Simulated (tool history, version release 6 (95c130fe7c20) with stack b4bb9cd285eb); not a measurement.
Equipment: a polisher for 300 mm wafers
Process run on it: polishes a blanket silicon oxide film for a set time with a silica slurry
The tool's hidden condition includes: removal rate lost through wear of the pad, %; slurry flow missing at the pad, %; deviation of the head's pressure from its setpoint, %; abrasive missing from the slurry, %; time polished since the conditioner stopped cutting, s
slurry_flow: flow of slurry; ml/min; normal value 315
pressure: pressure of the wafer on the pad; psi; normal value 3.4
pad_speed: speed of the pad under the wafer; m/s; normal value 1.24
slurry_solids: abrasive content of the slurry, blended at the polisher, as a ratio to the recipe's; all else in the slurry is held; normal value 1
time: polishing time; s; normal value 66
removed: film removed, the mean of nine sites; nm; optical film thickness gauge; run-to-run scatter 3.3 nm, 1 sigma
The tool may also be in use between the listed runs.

run,hour,slurry_flow,pressure,pad_speed,slurry_solids,time,wafers since the last listed run,wafers polished on this pad,hours since the slurry nozzle was cleaned,hours since the head pressure was calibrated,hours since the slurry blender was calibrated,hours since the conditioning disc was replaced,"incoming thickness of the incoming film, nm",removed
1,0,315,3.4,1.24,1,66,0,2693,366.7,426.4,361,360.4,948.5,145.8
2,48,315,3.4,1.24,1,66,547,3241,414.7,474.4,409,408.4,951.6,147.8
# hour 57.4: conditioning disc replaced and pad reconditioned
# hour 70.1: slurry blender recalibrated, repeated, since the last time left the tool worse
3,93.7,315,3.4,1.24,1,66,475,3717,460.4,520.1,23.6,36.3,944.4,219.3
# hour 112.2: worn pad replaced by a new one
4,122.2,350,3.4,1.24,1,66,279,114,488.9,548.6,52.1,64.8,967.8,216.2
# hour 149.3: slurry nozzle cleaned
5,160,315,3.4,1.24,1,66,420,534,10.7,586.4,89.9,102.6,949.1,204.9
6,200.8,315,3.4,1.24,1.15,66,465,999,51.5,627.2,130.7,143.4,951.2,222
7,270,315,3.4,1.24,1.15,66,789,1789,120.7,696.4,199.9,212.6,941.2,212.5
8,307.7,315,3.4,1.24,1,66,430,2219,158.4,734.1,237.6,250.3,960.4,202.1
9,365.4,400,4,0.96,1,57,658,2878,216.1,791.8,295.3,308,949.7,163.7
10,432.7,315,4.4,0.8,1.2,66,768,3646,283.4,859.1,362.6,375.3,942.6,199.7
# hour 436.7: conditioning disc replaced and pad reconditioned
11,478.8,315,4.6,1.06,1,66,503,4149,329.5,905.2,408.7,42.1,957.3,223.1
# hour 500.3: slurry blender recalibrated
# hour 513.1: worn pad replaced by a new one
12,542.4,315,3.4,1.24,1,66,657,334,393.1,968.8,42.1,105.7,954.7,217.6
# hour 544.8: head pressure recalibrated
13,581.6,270,2.5,1.1,0.75,66,424,759,432.3,36.8,81.3,144.9,933.8,126.8
# hour 601.5: slurry nozzle cleaned
14,630.2,315,3.4,1.24,1,66,543,1302,28.7,85.4,129.9,193.5,945.7,204.4
15,683.4,250,3.4,1.48,1,66,607,1909,81.9,138.6,183.1,246.7,969.2,223.7
16,754.3,315,2.6,1.24,0.85,72,809,2718,152.8,209.5,254,317.6,964.8,169
17,793.4,275,3.4,1.24,1,66,446,3165,191.9,248.6,293.1,356.7,950.4,195.3
# hour 802: conditioning disc replaced and pad reconditioned
18,845.4,315,3.4,1.24,1,66,570,3735,243.9,300.6,345.1,43.4,956.8,204.6
19,885,350,2.5,1.24,0.75,66,451,4187,283.5,340.2,384.7,83,952.5,129.9
# hour 931.1: slurry blender recalibrated
# hour 933.3: worn pad replaced by a new one
20,956,315,3.9,1.24,1,53,763,259,354.5,411.2,24.9,154,961.9,192.5
21,995,315,4.3,0.96,1,66,445,704,393.5,450.2,63.9,193,957.2,213.8
22,1052.1,390,3.7,0.82,1,66,651,1356,450.6,507.3,121,250.1,959,169.9
# hour 1107.4: slurry nozzle cleaned
23,1111.6,315,3.9,1.24,1,53,667,2024,4.2,566.8,180.5,309.6,945.7,176.9
24,1146.9,315,3.4,0.98,1,66,402,2427,39.5,602.1,215.8,344.9,933,175.4
25,1183.4,235,3.4,1.24,1,50,416,2843,76,638.6,252.3,381.4,929.5,144.7
# hour 1197.8: conditioning disc replaced and pad reconditioned
26,1212.2,315,4.6,1.24,1,66,305,3149,104.8,667.4,281.1,14.4,956.3,248.6

Hidden condition of the tool, last listed run before each entry between runs versus first listed run after:
Runs 2 to 3: conditioning disc replaced and pad reconditioned (hour 57.4); slurry blender recalibrated, repeated, since the last time left the tool worse (hour 70.1)
  abrasive missing from the slurry, %: 39.6 -> 3.87
  measured value less the no-hidden-state value, removed: -79.2 -> -5.6 nm
Runs 3 to 4: worn pad replaced by a new one (hour 112.2)
  abrasive missing from the slurry, %: 3.87 -> 6.49
  measured value less the no-hidden-state value, removed: -5.6 -> -9.6 nm
Runs 4 to 5: slurry nozzle cleaned (hour 149.3)
  abrasive missing from the slurry, %: 6.49 -> 9.19
  measured value less the no-hidden-state value, removed: -9.6 -> -13.3 nm
Runs 10 to 11: conditioning disc replaced and pad reconditioned (hour 436.7)
  abrasive missing from the slurry, %: 16.1 -> 16.4
  measured value less the no-hidden-state value, removed: -22.3 -> -29.2 nm
Runs 11 to 12: slurry blender recalibrated (hour 500.3); worn pad replaced by a new one (hour 513.1)
  abrasive missing from the slurry, %: 16.4 -> 4.46
  measured value less the no-hidden-state value, removed: -29.2 -> -6.4 nm
Runs 12 to 13: head pressure recalibrated (hour 544.8)
  abrasive missing from the slurry, %: 4.46 -> 7.47
  measured value less the no-hidden-state value, removed: -6.4 -> -8 nm
Runs 13 to 14: slurry nozzle cleaned (hour 601.5)
  abrasive missing from the slurry, %: 7.47 -> 10.1
  measured value less the no-hidden-state value, removed: -8 -> -14.9 nm
Runs 17 to 18: conditioning disc replaced and pad reconditioned (hour 802)
  abrasive missing from the slurry, %: 14.3 -> 14.8
  measured value less the no-hidden-state value, removed: -21.5 -> -23.5 nm
Runs 19 to 20: slurry blender recalibrated (hour 931.1); worn pad replaced by a new one (hour 933.3)
  abrasive missing from the slurry, %: 15.1 -> 4.59
  measured value less the no-hidden-state value, removed: -18.8 -> -5.8 nm
Runs 22 to 23: slurry nozzle cleaned (hour 1107.4)
  abrasive missing from the slurry, %: 11.5 -> 13.8
  measured value less the no-hidden-state value, removed: -14.4 -> -18.5 nm
Runs 25 to 26: conditioning disc replaced and pad reconditioned (hour 1197.8)
  abrasive missing from the slurry, %: 15.4 -> 15.9
  measured value less the no-hidden-state value, removed: -17.5 -> -31.3 nm
